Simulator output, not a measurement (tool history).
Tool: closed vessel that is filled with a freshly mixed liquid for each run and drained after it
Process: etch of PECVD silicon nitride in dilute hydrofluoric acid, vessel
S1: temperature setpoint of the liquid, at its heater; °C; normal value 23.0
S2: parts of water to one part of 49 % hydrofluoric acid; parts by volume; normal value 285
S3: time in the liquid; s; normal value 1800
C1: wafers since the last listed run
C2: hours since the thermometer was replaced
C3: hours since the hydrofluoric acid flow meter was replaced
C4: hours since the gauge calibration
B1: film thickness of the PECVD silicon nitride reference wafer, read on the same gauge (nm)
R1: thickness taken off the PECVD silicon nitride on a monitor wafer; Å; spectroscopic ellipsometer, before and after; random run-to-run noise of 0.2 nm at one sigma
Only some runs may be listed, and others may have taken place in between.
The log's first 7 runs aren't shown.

| run | hour | S1 | S2 | S3 | C1 | C2 | C3 | C4 | B1 | R1 |
|---|---|---|---|---|---|---|---|---|---|---|
| 8 | 237.1 | 23.0 | 285 | 1800 | 894 | 2166.5 | 917.3 | 1277.8 | 96.90 | 262.9 |
| 9 | 266.3 | 23.0 | 285 | 1800 | 974 | 2195.7 | 946.5 | 1307.0 | 96.96 | 264.2 |
|  | 296.6 | gauge calibrated |
| 10 | 314.8 | 23.0 | 285 | 1800 | 1619 | 2244.2 | 995.0 | 18.2 | 100.07 | 273.5 |
| 11 | 344.4 | 23.0 | 285 | 1800 | 988 | 2273.8 | 1024.6 | 47.8 | 99.84 | 274.7 |
| 12 | 404.1 | 23.0 | 285 | 1800 | 1993 | 2333.5 | 1084.3 | 107.5 | 99.37 | 270.7 |
| 13 | 470.0 | 20.0 | 395 | 730 | 2200 | 2399.4 | 1150.2 | 173.4 | 99.00 | 66.3 |
| 14 | 515.3 | 19.5 | 285 | 1800 | 1512 | 2444.7 | 1195.5 | 218.7 | 98.76 | 216.3 |
|  | 555.8 | thermometer replaced |
|  | 568.5 | hydrofluoric acid flow meter replaced |
| 15 | 569.3 | 21.5 | 285 | 1800 | 1736 | 13.5 | 0.8 | 272.7 | 98.54 | 247.1 |
| 16 | 628.3 | 26.5 | 245 | 1800 | 1969 | 72.5 | 59.8 | 331.7 | 98.31 | 386.6 |
| 17 | 652.4 | 23.0 | 285 | 2510 | 804 | 96.6 | 83.9 | 355.8 | 98.22 | 373.7 |
| 18 | 715.2 | 27.0 | 285 | 1520 | 2096 | 159.4 | 146.7 | 418.6 | 98.02 | 291.2 |
| 19 | 747.1 | 18.0 | 285 | 880 | 1065 | 191.3 | 178.6 | 450.5 | 97.90 | 95.4 |
| 20 | 793.0 | 25.5 | 405 | 2380 | 1532 | 237.2 | 224.5 | 496.4 | 97.81 | 292.4 |
| 21 | 845.8 | 25.5 | 415 | 890 | 1762 | 290.0 | 277.3 | 549.2 | 97.66 | 106.7 |
| 22 | 870.5 | 27.5 | 340 | 2205 | 824 | 314.7 | 302.0 | 573.9 | 97.60 | 361.4 |
| 23 | 918.3 | 23.0 | 395 | 1800 | 1595 | 362.5 | 349.8 | 621.7 | 97.55 | 194.3 |
| 24 | 977.6 | 19.0 | 185 | 2775 | 1979 | 421.8 | 409.1 | 681.0 | 97.48 | 485.0 |
| 25 | 1013.6 | 21.5 | 325 | 1800 | 1201 | 457.8 | 445.1 | 717.0 | 97.38 | 214.0 |
| 26 | 1063.0 | 20.0 | 285 | 1800 | 1649 | 507.2 | 494.5 | 766.4 | 97.33 | 221.0 |
| 27 | 1117.1 | 23.0 | 285 | 1800 | 1806 | 561.3 | 548.6 | 820.5 | 97.27 | 269.8 |
| 28 | 1162.3 | 24.5 | 285 | 1800 | 1509 | 606.5 | 593.8 | 865.7 | 97.19 | 291.3 |

Expected results for the next run?
| 29 | 1203.0 | 23.0 | 285 | 1800 | 1358 | 647.2 | 634.5 | 906.4 | ? | ? |

Run 29 gave B1 97.18, R1 266.3 Å.
If the tool had no hidden condition, the same run with the same run-to-run variation would have returned R1 274.1 Å.
